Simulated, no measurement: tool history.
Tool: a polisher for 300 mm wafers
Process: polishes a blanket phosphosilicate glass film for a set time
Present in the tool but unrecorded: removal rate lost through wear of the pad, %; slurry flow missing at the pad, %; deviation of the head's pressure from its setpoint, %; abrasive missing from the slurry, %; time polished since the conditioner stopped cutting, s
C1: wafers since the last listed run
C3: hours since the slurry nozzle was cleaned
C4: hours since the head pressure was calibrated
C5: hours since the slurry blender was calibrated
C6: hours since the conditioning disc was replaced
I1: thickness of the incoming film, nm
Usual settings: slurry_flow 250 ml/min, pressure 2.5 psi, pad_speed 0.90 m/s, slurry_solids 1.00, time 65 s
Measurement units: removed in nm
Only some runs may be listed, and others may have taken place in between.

run 1 hour=0.0 | slurry_flow=250 pressure=2.5 pad_speed=0.90 slurry_solids=1.00 time=54 | C1=0 wafers_polished_on_this_pad=851 C3=98.5 C4=284.8 C5=116.1 C6=36.3 | I1=2118.6 | removed=327.9
run 2 hour=24.4 | slurry_flow=250 pressure=2.5 pad_speed=0.90 slurry_solids=1.00 time=54 | C1=257 wafers_polished_on_this_pad=1108 C3=122.9 C4=309.2 C5=140.5 C6=60.7 | I1=2121.4 | removed=327.2
run 3 hour=43.7 | slurry_flow=250 pressure=2.5 pad_speed=0.90 slurry_solids=1.00 time=65 | C1=203 wafers_polished_on_this_pad=1311 C3=142.2 C4=328.5 C5=159.8 C6=80.0 | I1=2146.1 | removed=373.6
-- hour=47.7 slurry blender recalibrated
-- hour=67.4 worn pad replaced by a new one
run 4 hour=73.8 | slurry_flow=250 pressure=2.5 pad_speed=0.90 slurry_solids=1.00 time=65 | C1=254 wafers_polished_on_this_pad=66 C3=172.3 C4=358.6 C5=26.1 C6=110.1 | I1=2183.5 | removed=404.5
run 5 hour=94.8 | slurry_flow=250 pressure=2.5 pad_speed=0.90 slurry_solids=1.00 time=65 | C1=221 wafers_polished_on_this_pad=288 C3=193.3 C4=379.6 C5=47.1 C6=131.1 | I1=2155.6 | removed=402.0
run 6 hour=128.6 | slurry_flow=250 pressure=2.5 pad_speed=0.90 slurry_solids=1.00 time=65 | C1=356 wafers_polished_on_this_pad=644 C3=227.1 C4=413.4 C5=80.9 C6=164.9 | I1=2131.8 | removed=385.8
-- hour=135.5 slurry nozzle cleaned
run 7 hour=148.5 | slurry_flow=250 pressure=2.5 pad_speed=0.90 slurry_solids=1.00 time=65 | C1=199 wafers_polished_on_this_pad=843 C3=13.0 C4=433.3 C5=100.8 C6=184.8 | I1=2117.7 | removed=384.3
run 8 hour=178.8 | slurry_flow=250 pressure=2.8 pad_speed=0.90 slurry_solids=1.00 time=65 | C1=319 wafers_polished_on_this_pad=1163 C3=43.3 C4=463.6 C5=131.1 C6=215.1 | I1=2142.4 | removed=408.5
-- hour=181.6 head pressure recalibrated
-- hour=195.2 slurry blender recalibrated
run 9 hour=214.2 | slurry_flow=250 pressure=2.5 pad_speed=0.66 slurry_solids=1.00 time=65 | C1=331 wafers_polished_on_this_pad=1494 C3=78.7 C4=32.6 C5=19.0 C6=250.5 | I1=2142.2 | removed=343.0
-- hour=229.2 conditioning disc replaced and pad reconditioned
-- hour=233.0 worn pad replaced by a new one
run 10 hour=235.7 | slurry_flow=220 pressure=2.0 pad_speed=0.90 slurry_solids=0.85 time=48 | C1=164 wafers_polished_on_this_pad=28 C3=100.2 C4=54.1 C5=40.5 C6=6.5 | I1=2171.4 | removed=245.9
run 11 hour=271.6 | slurry_flow=190 pressure=1.7 pad_speed=0.90 slurry_solids=1.00 time=65 | C1=378 wafers_polished_on_this_pad=406 C3=136.1 C4=90.0 C5=76.4 C6=42.4 | I1=2139.9 | removed=294.1
run 12 hour=290.6 | slurry_flow=250 pressure=3.3 pad_speed=0.76 slurry_solids=0.90 time=65 | C1=200 wafers_polished_on_this_pad=606 C3=155.1 C4=109.0 C5=95.4 C6=61.4 | I1=2186.0 | removed=441.4
run 13 hour=321.5 | slurry_flow=185 pressure=3.0 pad_speed=0.90 slurry_solids=1.10 time=48 | C1=325 wafers_polished_on_this_pad=932 C3=186.0 C4=139.9 C5=126.3 C6=92.3 | I1=2127.5 | removed=322.8
run 14 hour=339.1 | slurry_flow=250 pressure=2.7 pad_speed=0.90 slurry_solids=0.85 time=82 | C1=185 wafers_polished_on_this_pad=1118 C3=203.6 C4=157.5 C5=143.9 C6=109.9 | I1=2148.1 | removed=476.5
run 15 hour=359.0 | slurry_flow=250 pressure=2.5 pad_speed=1.10 slurry_solids=1.00 time=65 | C1=209 wafers_polished_on_this_pad=1327 C3=223.5 C4=177.4 C5=163.8 C6=129.8 | I1=2123.1 | removed=423.8
-- hour=371.5 slurry blender recalibrated
run 16 hour=376.1 | slurry_flow=250 pressure=2.5 pad_speed=1.10 slurry_solids=1.00 time=65 | C1=159 wafers_polished_on_this_pad=1487 C3=240.6 C4=194.5 C5=4.6 C6=146.9 | I1=2158.6 | removed=436.4
-- hour=389.8 worn pad replaced by a new one
run 17 hour=393.3 | slurry_flow=295 pressure=2.5 pad_speed=0.90 slurry_solids=1.00 time=65 | C1=139 wafers_polished_on_this_pad=36 C3=257.8 C4=211.7 C5=21.8 C6=164.1 | I1=2137.7 | removed=402.0
-- hour=401.4 slurry nozzle cleaned
run 18 hour=435.8 | slurry_flow=250 pressure=2.5 pad_speed=0.90 slurry_solids=1.00 time=84 | C1=437 wafers_polished_on_this_pad=474 C3=34.4 C4=254.2 C5=64.3 C6=206.6 | I1=2115.2 | removed=497.0
run 19 hour=461.7 | slurry_flow=250 pressure=2.5 pad_speed=0.90 slurry_solids=0.75 time=65 | C1=273 wafers_polished_on_this_pad=747 C3=60.3 C4=280.1 C5=90.2 C6=232.5 | I1=2149.6 | removed=341.7
-- hour=499.0 conditioning disc replaced and pad reconditioned
-- hour=516.7 slurry blender recalibrated
run 20 hour=532.2 | slurry_flow=275 pressure=2.5 pad_speed=0.74 slurry_solids=1.20 time=79 | C1=701 wafers_polished_on_this_pad=1448 C3=130.8 C4=350.6 C5=15.5 C6=33.2 | I1=2149.7 | removed=498.0
run 21 hour=560.5 | slurry_flow=250 pressure=2.5 pad_speed=0.90 slurry_solids=1.00 time=65 | C1=298 wafers_polished_on_this_pad=1746 C3=159.1 C4=378.9 C5=43.8 C6=61.5 | I1=2105.6 | removed=403.5
-- hour=581.4 worn pad replaced by a new one
run 22 hour=587.6 | slurry_flow=250 pressure=2.5 pad_speed=0.90 slurry_solids=0.80 time=65 | C1=243 wafers_polished_on_this_pad=65 C3=186.2 C4=406.0 C5=70.9 C6=88.6 | I1=2181.8 | removed=360.0
run 23 hour=617.9 | slurry_flow=300 pressure=2.5 pad_speed=0.90 slurry_solids=1.00 time=65 | C1=319 wafers_polished_on_this_pad=384 C3=216.5 C4=436.3 C5=101.2 C6=118.9 | I1=2130.2 | removed=397.6
-- hour=620.0 head pressure recalibrated
-- hour=626.1 slurry nozzle cleaned
run 24 hour=644.3 | slurry_flow=250 pressure=2.9 pad_speed=0.72 slurry_solids=1.00 time=65 | C1=246 wafers_polished_on_this_pad=631 C3=18.2 C4=24.3 C5=127.6 C6=145.3 | I1=2149.4 | removed=381.6
run 25 hour=662.1 | slurry_flow=250 pressure=2.5 pad_speed=0.90 slurry_solids=1.00 time=65 | C1=187 wafers_polished_on_this_pad=818 C3=36.0 C4=42.1 C5=145.4 C6=163.1 | I1=2176.1 | removed=375.7

Consider 4 possible next runs. They are alternatives, not a sequence: every one starts from the tool as it was left by run 25. What does each give?
run A hour=662.6 | slurry_flow=250 pressure=2.5 pad_speed=0.90 slurry_solids=1.00 time=72 | C1=5 wafers_polished_on_this_pad=824 C3=36.5 C4=42.6 C5=145.9 C6=163.6 | I1=2133.9 | removed=?
run B hour=662.6 | slurry_flow=170 pressure=2.5 pad_speed=1.18 slurry_solids=1.00 time=65 | C1=5 wafers_polished_on_this_pad=824 C3=36.5 C4=42.6 C5=145.9 C6=163.6 | I1=2133.9 | removed=?
run C hour=662.6 | slurry_flow=250 pressure=2.5 pad_speed=0.90 slurry_solids=1.25 time=65 | C1=5 wafers_polished_on_this_pad=824 C3=36.5 C4=42.6 C5=145.9 C6=163.6 | I1=2133.9 | removed=?
run D hour=662.6 | slurry_flow=160 pressure=2.5 pad_speed=0.90 slurry_solids=1.20 time=72 | C1=5 wafers_polished_on_this_pad=824 C3=36.5 C4=42.6 C5=145.9 C6=163.6 | I1=2133.9 | removed=?

run=A removed=416.6
run=B removed=406.9
run=C removed=408.2
run=D removed=416.0
Had the tool no hidden state, the same runs would have come out as:
run=A removed=494.7
run=B removed=491.0
run=C removed=481.4
run=D removed=491.2
